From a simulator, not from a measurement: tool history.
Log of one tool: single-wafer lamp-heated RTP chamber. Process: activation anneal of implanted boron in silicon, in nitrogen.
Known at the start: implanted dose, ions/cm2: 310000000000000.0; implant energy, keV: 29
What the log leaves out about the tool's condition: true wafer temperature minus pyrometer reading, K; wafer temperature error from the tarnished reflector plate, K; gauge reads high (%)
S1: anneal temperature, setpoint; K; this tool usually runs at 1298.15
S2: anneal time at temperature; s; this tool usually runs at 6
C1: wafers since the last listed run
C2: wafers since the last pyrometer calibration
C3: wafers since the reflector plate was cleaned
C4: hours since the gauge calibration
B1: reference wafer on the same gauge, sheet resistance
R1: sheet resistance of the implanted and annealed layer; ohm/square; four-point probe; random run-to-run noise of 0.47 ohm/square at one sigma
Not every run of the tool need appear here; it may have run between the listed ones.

run 1 day=0 | S1=1290.15 S2=8 | C1=0 C2=7072 C3=11099 C4=3249.5 | B1=305.08 | R1=311.04
run 2 day=1.904 | S1=1290.15 S2=8 | C1=657 C2=7730 C3=11757 C4=3295.2 | B1=305.03 | R1=310.06
run 3 day=5.238 | S1=1298.15 S2=6 | C1=1151 C2=8882 C3=12909 C4=3375.2 | B1=304.91 | R1=310.52
-- day=8.779 reflector plate cleaned
run 4 day=9.338 | S1=1298.15 S2=6 | C1=1301 C2=10183 C3=192 C4=3473.6 | B1=305.16 | R1=310.18
-- day=12.429 pyrometer window cleaned and pyrometer calibrated
run 5 day=12.967 | S1=1298.15 S2=6 | C1=1138 C2=185 C3=1331 C4=3560.7 | B1=304.91 | R1=311.98
run 6 day=15.688 | S1=1298.15 S2=6 | C1=939 C2=1125 C3=2271 C4=3626 | B1=304.92 | R1=310.65
run 7 day=17.962 | S1=1298.15 S2=6 | C1=785 C2=1911 C3=3057 C4=3680.6 | B1=304.74 | R1=311.16
run 8 day=19.738 | S1=1298.15 S2=7 | C1=613 C2=2524 C3=3670 C4=3723.2 | B1=305.03 | R1=310.04
run 9 day=22.154 | S1=1298.15 S2=7 | C1=834 C2=3359 C3=4505 C4=3781.2 | B1=304.95 | R1=310.76
run 10 day=24.325 | S1=1298.15 S2=6 | C1=749 C2=4109 C3=5255 C4=3833.3 | B1=304.93 | R1=310.93
-- day=27.133 gauge calibrated
run 11 day=27.821 | S1=1278.15 S2=6 | C1=1207 C2=5317 C3=6462 C4=16.5 | B1=305.09 | R1=313.66
run 12 day=31.488 | S1=1278.15 S2=6 | C1=1266 C2=6584 C3=7729 C4=104.5 | B1=304.9 | R1=313.77
run 13 day=34.808 | S1=1312.15 S2=6 | C1=1147 C2=7731 C3=8876 C4=184.2 | B1=305.12 | R1=309.39
run 14 day=38.221 | S1=1298.15 S2=5 | C1=1178 C2=8910 C3=10055 C4=266.1 | B1=305.09 | R1=310.52
-- day=39.388 pyrometer window cleaned and pyrometer calibrated
run 15 day=42.629 | S1=1298.15 S2=6 | C1=1407 C2=1120 C3=11463 C4=371.9 | B1=305 | R1=311.08
run 16 day=45.204 | S1=1298.15 S2=4 | C1=889 C2=2010 C3=12353 C4=433.7 | B1=304.91 | R1=311.6
run 17 day=48.938 | S1=1298.15 S2=6 | C1=1289 C2=3299 C3=13642 C4=523.3 | B1=304.87 | R1=310.76
-- day=49.988 reflector plate cleaned
run 18 day=59.408 | S1=1298.15 S2=6 | C1=3502 C2=6801 C3=3254 C4=774.6 | B1=304.92 | R1=310.31
run 19 day=62.7 | S1=1298.15 S2=9 | C1=1137 C2=7939 C3=4391 C4=853.6 | B1=304.91 | R1=309.72
-- day=65.738 pyrometer window cleaned and pyrometer calibrated
run 20 day=66.554 | S1=1298.15 S2=8 | C1=1216 C2=282 C3=5608 C4=946.1 | B1=305 | R1=311.09
run 21 day=70.775 | S1=1298.15 S2=6 | C1=1458 C2=1740 C3=7066 C4=1047.4 | B1=305.22 | R1=311.11
run 22 day=72.796 | S1=1277.15 S2=9 | C1=698 C2=2438 C3=7764 C4=1095.9 | B1=304.91 | R1=314.51
run 23 day=74.3 | S1=1313.15 S2=4 | C1=519 C2=2958 C3=8284 C4=1132 | B1=304.96 | R1=309.84
run 24 day=77.525 | S1=1276.15 S2=8 | C1=1114 C2=4072 C3=9398 C4=1209.4 | B1=304.91 | R1=313.65
run 25 day=80 | S1=1278.15 S2=7 | C1=855 C2=4927 C3=10253 C4=1268.8 | B1=304.97 | R1=313.5
run 26 day=83.333 | S1=1298.15 S2=6 | C1=1151 C2=6079 C3=11404 C4=1348.8 | B1=304.91 | R1=310.53
run 27 day=87.033 | S1=1298.15 S2=6 | C1=1278 C2=7357 C3=12683 C4=1437.6 | B1=305.15 | R1=310.12
-- day=89.392 reflector plate cleaned
run 28 day=89.412 | S1=1286.15 S2=5 | C1=706 C2=8064 C3=6 C4=1494.7 | B1=305.13 | R1=312.31
run 29 day=93.554 | S1=1326.15 S2=3 | C1=1430 C2=9495 C3=1437 C4=1594.1 | B1=305.14 | R1=308.77
-- day=94.712 pyrometer window cleaned and pyrometer calibrated
run 30 day=97.588 | S1=1319.15 S2=8 | C1=1278 C2=993 C3=2715 C4=1690.9 | B1=305.13 | R1=308.35
run 31 day=99.808 | S1=1278.15 S2=9 | C1=767 C2=1760 C3=3483 C4=1744.2 | B1=304.79 | R1=314.27
run 32 day=102.846 | S1=1286.15 S2=5 | C1=1049 C2=2809 C3=4532 C4=1817.1 | B1=304.88 | R1=313.72
run 33 day=106.396 | S1=1276.15 S2=4 | C1=1226 C2=4036 C3=5758 C4=1902.3 | B1=305.13 | R1=315.91
run 34 day=109.354 | S1=1308.15 S2=6 | C1=1022 C2=5058 C3=6780 C4=1973.3 | B1=305.15 | R1=309.67
run 35 day=119.562 | S1=1287.15 S2=7 | C1=3526 C2=8584 C3=10307 C4=2218.3 | B1=305.04 | R1=311.24
run 36 day=122.1 | S1=1309.15 S2=4 | C1=876 C2=9461 C3=11184 C4=2279.2 | B1=305.09 | R1=309.4
run 37 day=124.2 | S1=1298.15 S2=3 | C1=725 C2=10187 C3=11909 C4=2329.6 | B1=304.91 | R1=310.02

Each run again, without the hidden state but with its own random variation kept:
run=1 R1=313.2
run=2 R1=312.25
run=3 R1=312.23
run=4 R1=311.92
run=5 R1=312.27
run=6 R1=311.4
run=7 R1=312.17
run=8 R1=311.14
run=9 R1=312.02
run=10 R1=312.38
run=11 R1=317.79
run=12 R1=318.13
run=13 R1=310.19
run=14 R1=312.38
run=15 R1=311.81
run=16 R1=312.77
run=17 R1=312.07
run=18 R1=311.98
run=19 R1=311.19
run=20 R1=311.31
run=21 R1=311.99
run=22 R1=317.15
run=23 R1=310.44
run=24 R1=317.32
run=25 R1=317.19
run=26 R1=312.09
run=27 R1=311.76
run=28 R1=315.45
run=29 R1=309.23
run=30 R1=308.64
run=31 R1=317.07
run=32 R1=316.44
run=33 R1=321.03
run=34 R1=310.68
run=35 R1=314.32
run=36 R1=310.61
run=37 R1=312.38

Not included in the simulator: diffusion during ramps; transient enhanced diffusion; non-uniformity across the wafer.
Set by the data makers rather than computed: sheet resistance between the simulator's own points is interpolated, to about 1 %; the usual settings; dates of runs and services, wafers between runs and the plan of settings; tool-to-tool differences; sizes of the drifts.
